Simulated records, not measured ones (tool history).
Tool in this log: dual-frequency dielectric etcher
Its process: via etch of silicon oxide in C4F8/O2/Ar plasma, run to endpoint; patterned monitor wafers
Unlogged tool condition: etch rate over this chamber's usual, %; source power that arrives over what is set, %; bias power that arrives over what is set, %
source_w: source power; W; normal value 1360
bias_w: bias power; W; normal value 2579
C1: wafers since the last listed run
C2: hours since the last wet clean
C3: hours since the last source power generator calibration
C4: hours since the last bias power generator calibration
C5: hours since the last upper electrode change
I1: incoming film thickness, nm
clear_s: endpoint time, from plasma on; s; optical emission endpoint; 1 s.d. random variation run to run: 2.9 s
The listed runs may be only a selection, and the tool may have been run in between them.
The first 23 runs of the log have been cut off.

{"run": 24, "hour": 266.3, "source_w": 1070, "bias_w": 2326, "C1": 54, "C2": 93.0, "C3": 122.6, "C4": 226.7, "C5": 100.2, "I1": 1498.1, "clear_s": 379.5}
{"run": 25, "hour": 277.5, "source_w": 1050, "bias_w": 3081, "C1": 62, "C2": 104.2, "C3": 133.8, "C4": 237.9, "C5": 111.4, "I1": 1487.3, "clear_s": 363.2}
{"run": 26, "hour": 295.1, "source_w": 1360, "bias_w": 2579, "C1": 98, "C2": 121.8, "C3": 151.4, "C4": 255.5, "C5": 129.0, "I1": 1483.6, "clear_s": 323.4}
{"run": 27, "hour": 305.8, "source_w": 1600, "bias_w": 2579, "C1": 59, "C2": 132.5, "C3": 162.1, "C4": 266.2, "C5": 139.7, "I1": 1499.9, "clear_s": 293.8}
{"run": 28, "hour": 320.8, "source_w": 1360, "bias_w": 1976, "C1": 83, "C2": 147.5, "C3": 177.1, "C4": 281.2, "C5": 154.7, "I1": 1487.1, "clear_s": 338.6}
{"run": 29, "hour": 335.1, "source_w": 1360, "bias_w": 2579, "C1": 79, "C2": 161.8, "C3": 191.4, "C4": 295.5, "C5": 169.0, "I1": 1496.5, "clear_s": 324.4}
{"run": 30, "hour": 351.3, "source_w": 1360, "bias_w": 2579, "C1": 90, "C2": 178.0, "C3": 207.6, "C4": 311.7, "C5": 185.2, "I1": 1494.9, "clear_s": 325.0}
{"run": 31, "hour": 363.3, "source_w": 1610, "bias_w": 2416, "C1": 66, "C2": 190.0, "C3": 219.6, "C4": 323.7, "C5": 197.2, "I1": 1504.5, "clear_s": 298.7}
{"run": 32, "hour": 379.5, "source_w": 1360, "bias_w": 2372, "C1": 90, "C2": 206.2, "C3": 235.8, "C4": 339.9, "C5": 213.4, "I1": 1489.6, "clear_s": 328.6}
{"run": 33, "hour": 425.6, "source_w": 1160, "bias_w": 3206, "C1": 256, "C2": 252.3, "C3": 281.9, "C4": 386.0, "C5": 259.5, "I1": 1497.1, "clear_s": 334.5}
{"run": 34, "hour": 437.4, "source_w": 1360, "bias_w": 2579, "C1": 65, "C2": 264.1, "C3": 293.7, "C4": 397.8, "C5": 271.3, "I1": 1510.6, "clear_s": 320.1}
{"run": 35, "hour": 447.1, "source_w": 1130, "bias_w": 3217, "C1": 54, "C2": 273.8, "C3": 303.4, "C4": 407.5, "C5": 281.0, "I1": 1502.0, "clear_s": 338.2}
{"run": 36, "hour": 457.9, "source_w": 1100, "bias_w": 3221, "C1": 60, "C2": 284.6, "C3": 314.2, "C4": 418.3, "C5": 291.8, "I1": 1488.4, "clear_s": 338.1}

Alternative continuations, all from the tool just after run 36; predict every row:
{"run": "A", "hour": 458.4, "source_w": 1360, "bias_w": 2579, "C1": 2, "C2": 285.1, "C3": 314.7, "C4": 418.8, "C5": 292.3, "I1": 1493.7, "clear_s": "?"}
{"run": "B", "hour": 458.4, "source_w": 1040, "bias_w": 3195, "C1": 2, "C2": 285.1, "C3": 314.7, "C4": 418.8, "C5": 292.3, "I1": 1493.7, "clear_s": "?"}
{"run": "C", "hour": 458.4, "source_w": 1490, "bias_w": 2579, "C1": 2, "C2": 285.1, "C3": 314.7, "C4": 418.8, "C5": 292.3, "I1": 1493.7, "clear_s": "?"}

run=A clear_s=323.6
run=B clear_s=361.9
run=C clear_s=307.8
Take away the tool's hidden state, keep each run's random variation, and the runs would have read:
run=A clear_s=334.1
run=B clear_s=373.6
run=C clear_s=317.8
